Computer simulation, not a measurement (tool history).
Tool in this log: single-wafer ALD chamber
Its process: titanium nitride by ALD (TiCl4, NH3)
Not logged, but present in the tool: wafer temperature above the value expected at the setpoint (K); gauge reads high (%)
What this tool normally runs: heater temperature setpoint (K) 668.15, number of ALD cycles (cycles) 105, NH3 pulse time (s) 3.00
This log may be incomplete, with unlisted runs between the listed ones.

run   hour  heater temperature setpoint (K)  number of ALD cycles (cycles)  NH3 pulse time (s)  wafers since the last listed run  hours since the last thermocouple change  hours since the showerhead was replaced  hours since the gauge calibration  read-back reference wafer on the same gauge, thickness_nm  mean film thickness on the monitor wafer (nm)
  1    0.0                           668.15                            105                3.00                                 0                                    2322.2                                   6390.5                              338.1                                                      2.790                                          2.377
  2   17.1                           668.15                            105                3.00                                41                                    2339.3                                   6407.6                              355.2                                                      2.788                                          2.381
  3   33.7                           671.15                            105                3.00                                40                                    2355.9                                   6424.2                              371.8                                                      2.786                                          2.388
  4   42.0                           668.15                            119                2.30                                20                                    2364.2                                   6432.5                              380.1                                                      2.784                                          2.669
  5   55.6                           668.15                             90                3.00                                33                                    2377.8                                   6446.1                              393.7                                                      2.786                                          2.035
  6   68.1                           668.15                             98                3.00                                30                                    2390.3                                   6458.6                              406.2                                                      2.783                                          2.213
  7   83.2                           668.15                             98                3.00                                37                                    2405.4                                   6473.7                              421.3                                                      2.780                                          2.209
  8  122.5                           673.15                            105                2.35                                96                                    2444.7                                   6513.0                              460.6                                                      2.773                                          2.353
  9  138.9                           673.15                            105                2.35                                40                                    2461.1                                   6529.4                              477.0                                                      2.772                                          2.357
 10  152.8                           673.15                            105                2.35                                34                                    2475.0                                   6543.3                              490.9                                                      2.769                                          2.361
 11  163.6                           674.15                            105                3.00                                26                                    2485.8                                   6554.1                              501.7                                                      2.766                                          2.357
 12  180.1                           668.15                            118                2.14                                40                                    2502.3                                   6570.6                              518.2                                                      2.762                                          2.619
 13  191.2                           668.15                            105                3.91                                27                                    2513.4                                   6581.7                              529.3                                                      2.761                                          2.371
     201.5  -- gauge calibrated
 14  207.0                           668.15                            105                3.91                                38                                    2529.2                                   6597.5                                5.5                                                      2.805                                          2.397
 15  221.2                           668.15                            105                3.00                                34                                    2543.4                                   6611.7                               19.7                                                      2.808                                          2.380
 16  230.1                           668.15                            105                3.00                                21                                    2552.3                                   6620.6                               28.6                                                      2.807                                          2.389
 17  237.7                           668.15                            105                3.00                                18                                    2559.9                                   6628.2                               36.2                                                      2.806                                          2.381
 18  252.9                           658.15                            113                3.57                                37                                    2575.1                                   6643.4                               51.4                                                      2.804                                          2.561
     269.7  -- showerhead replaced
 19  270.2                           674.15                            119                2.39                                22                                    2592.4                                      0.5                               68.7                                                      2.805                                          2.713
 20  286.7                           662.15                             99                3.00                                40                                    2608.9                                     17.0                               85.2                                                      2.804                                          2.234
 21  293.0                           654.15                            120                2.34                                15                                    2615.2                                     23.3                               91.5                                                      2.803                                          2.680
 22  326.4                           679.15                            114                3.70                                81                                    2648.6                                     56.7                              124.9                                                      2.803                                          2.621
 23  337.4                           679.15                            119                3.46                                26                                    2659.6                                     67.7                              135.9                                                      2.800                                          2.719
 24  344.7                           668.15                            105                3.00                                17                                    2666.9                                     75.0                              143.2                                                      2.798                                          2.387
 25  354.0                           668.15                            118                2.33                                22                                    2676.2                                     84.3                              152.5                                                      2.800                                          2.662
 26  371.9                           673.15                            121                2.17                                43                                    2694.1                                    102.2                              170.4                                                      2.801                                          2.747
     387.2  -- thermocouple changed; heater temperature recalibrated
 27  387.7                           654.15                            123                2.45                                19                                       0.5                                    118.0                              186.2                                                      2.800                                          2.746
 28  394.2                           668.15                            105                3.00                                15                                       7.0                                    124.5                              192.7                                                      2.797                                          2.380
 29  409.1                           668.15                             89                3.00                                36                                      21.9                                    139.4                              207.6                                                      2.796                                          2.016
 30  416.2                           655.15                            119                3.00                                17                                      29.0                                    146.5                              214.7                                                      2.794                                          2.683
 31  424.5                           674.15                             88                3.67                                20                                      37.3                                    154.8                              223.0                                                      2.797                                          2.013
 32  434.2                           668.15                            105                3.91                                23                                      47.0                                    164.5                              232.7                                                      2.795                                          2.401
 33  440.4                           668.15                            105                3.00                                15                                      53.2                                    170.7                              238.9                                                      2.794                                          2.385
 34  453.7                           668.15                            105                3.00                                32                                      66.5                                    184.0                              252.2                                                      2.795                                          2.393
 35  471.6                           668.15                            105                3.62                                43                                      84.4                                    201.9                              270.1                                                      2.794                                          2.384
 36  482.2                           668.15                             97                3.00                                25                                      95.0                                    212.5                              280.7                                                      2.790                                          2.190
 37  496.0                           668.15                            105                3.00                                33                                     108.8                                    226.3                              294.5                                                      2.789                                          2.372
 38  512.0                           668.15                            105                3.00                                39                                     124.8                                    242.3                              310.5                                                      2.788                                          2.375
 39  525.6                           668.15                            105                3.00                                33                                     138.4                                    255.9                              324.1                                                      2.785                                          2.373
 40  538.5                           668.15                            105                3.00                                31                                     151.3                                    268.8                              337.0                                                      2.782                                          2.377
 41  552.7                           657.15                            113                4.18                                34                                     165.5                                    283.0                              351.2                                                      2.783                                          2.547

Here are 3 independent what-if runs from the current tool condition. What would each one return?
  A  553.4                           668.15                            105                2.02                                 1                                     166.2                                    283.7                              351.9                                                          ?                                              ?
  B  553.4                           668.15                             91                3.00                                 1                                     166.2                                    283.7                              351.9                                                          ?                                              ?
  C  553.4                           659.15                            114                3.00                                 1                                     166.2                                    283.7                              351.9                                                          ?                                              ?

run  read-back reference wafer on the same gauge, thickness_nm  mean film thickness on the monitor wafer (nm)
  A                                                      2.782                                          2.349
  B                                                      2.782                                          2.054
  C                                                      2.782                                          2.558
Without the tool's unlogged condition, the same runs would have read:
run  mean film thickness on the monitor wafer (nm)
  A                                          2.373
  B                                          2.075
  C                                          2.584
